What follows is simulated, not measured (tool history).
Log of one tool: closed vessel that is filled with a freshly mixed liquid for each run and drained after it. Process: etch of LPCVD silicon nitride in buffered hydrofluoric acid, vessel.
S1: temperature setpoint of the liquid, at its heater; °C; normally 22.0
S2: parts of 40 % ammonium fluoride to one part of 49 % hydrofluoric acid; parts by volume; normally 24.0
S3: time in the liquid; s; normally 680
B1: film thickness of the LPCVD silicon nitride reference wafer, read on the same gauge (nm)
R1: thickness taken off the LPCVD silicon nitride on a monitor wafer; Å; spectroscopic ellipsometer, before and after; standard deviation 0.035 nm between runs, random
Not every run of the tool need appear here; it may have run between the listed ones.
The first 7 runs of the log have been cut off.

| run | hour | S1 | S2 | S3 | B1 | R1 |
|---|---|---|---|---|---|---|
| 8 | 183.8 | 22.0 | 27.0 | 925 | 149.992 | 45.49 |
| 9 | 219.5 | 17.0 | 30.0 | 680 | 149.980 | 23.33 |
| 10 | 243.1 | 22.0 | 24.0 | 465 | 149.983 | 24.92 |
| 11 | 261.2 | 17.0 | 30.0 | 505 | 150.015 | 17.34 |
|  | 284.9 | thermometer replaced |
| 12 | 293.0 | 24.5 | 16.0 | 1035 | 149.980 | 105.33 |
| 13 | 325.2 | 22.0 | 24.0 | 680 | 149.989 | 41.88 |
| 14 | 337.5 | 24.5 | 21.5 | 910 | 149.988 | 70.19 |
| 15 | 363.4 | 23.5 | 24.0 | 965 | 149.989 | 66.13 |
| 16 | 392.0 | 24.0 | 30.0 | 360 | 149.960 | 21.80 |
| 17 | 417.8 | 22.0 | 24.0 | 680 | 150.007 | 42.43 |
| 18 | 435.6 | 26.0 | 30.0 | 905 | 150.007 | 60.23 |
| 19 | 450.1 | 24.5 | 14.5 | 930 | 149.965 | 105.56 |
|  | 463.5 | gauge calibrated |
| 20 | 474.8 | 18.0 | 30.0 | 680 | 149.998 | 28.97 |
| 21 | 505.8 | 22.0 | 24.0 | 680 | 149.997 | 42.63 |
| 22 | 538.6 | 22.0 | 24.0 | 560 | 150.013 | 35.13 |
| 23 | 560.8 | 22.0 | 17.5 | 680 | 149.985 | 56.75 |
| 24 | 584.9 | 26.0 | 24.0 | 275 | 149.960 | 21.32 |
| 25 | 603.8 | 18.0 | 24.0 | 1005 | 150.008 | 50.10 |
| 26 | 628.0 | 22.0 | 24.0 | 340 | 150.022 | 21.65 |
| 27 | 655.6 | 25.5 | 24.0 | 885 | 149.957 | 66.99 |
| 28 | 674.5 | 26.0 | 27.5 | 880 | 150.009 | 63.45 |
| 29 | 697.8 | 20.5 | 20.0 | 480 | 149.982 | 32.00 |
| 30 | 724.4 | 26.0 | 19.0 | 310 | 149.975 | 30.01 |
| 31 | 751.4 | 20.5 | 18.5 | 925 | 150.016 | 67.32 |
| 32 | 766.1 | 22.0 | 27.0 | 925 | 149.989 | 53.74 |

Branching from run 32: 4 alternative next runs. What would each branch give?
| A | 766.9 | 22.0 | 24.0 | 680 | ? | ? |
| B | 766.9 | 20.0 | 30.0 | 395 | ? | ? |
| C | 766.9 | 18.0 | 28.5 | 455 | ? | ? |
| D | 766.9 | 20.5 | 17.5 | 440 | ? | ? |

| run | B1 | R1 |
|---|---|---|
| A | 150.030 | 42.83 |
| B | 150.030 | 19.06 |
| C | 150.030 | 20.31 |
| D | 150.030 | 33.99 |
Stripped of hidden state, with their random variation kept, the same runs would have yielded:
| run | R1 |
|---|---|
| A | 41.10 |
| B | 18.30 |
| C | 19.50 |
| D | 31.65 |

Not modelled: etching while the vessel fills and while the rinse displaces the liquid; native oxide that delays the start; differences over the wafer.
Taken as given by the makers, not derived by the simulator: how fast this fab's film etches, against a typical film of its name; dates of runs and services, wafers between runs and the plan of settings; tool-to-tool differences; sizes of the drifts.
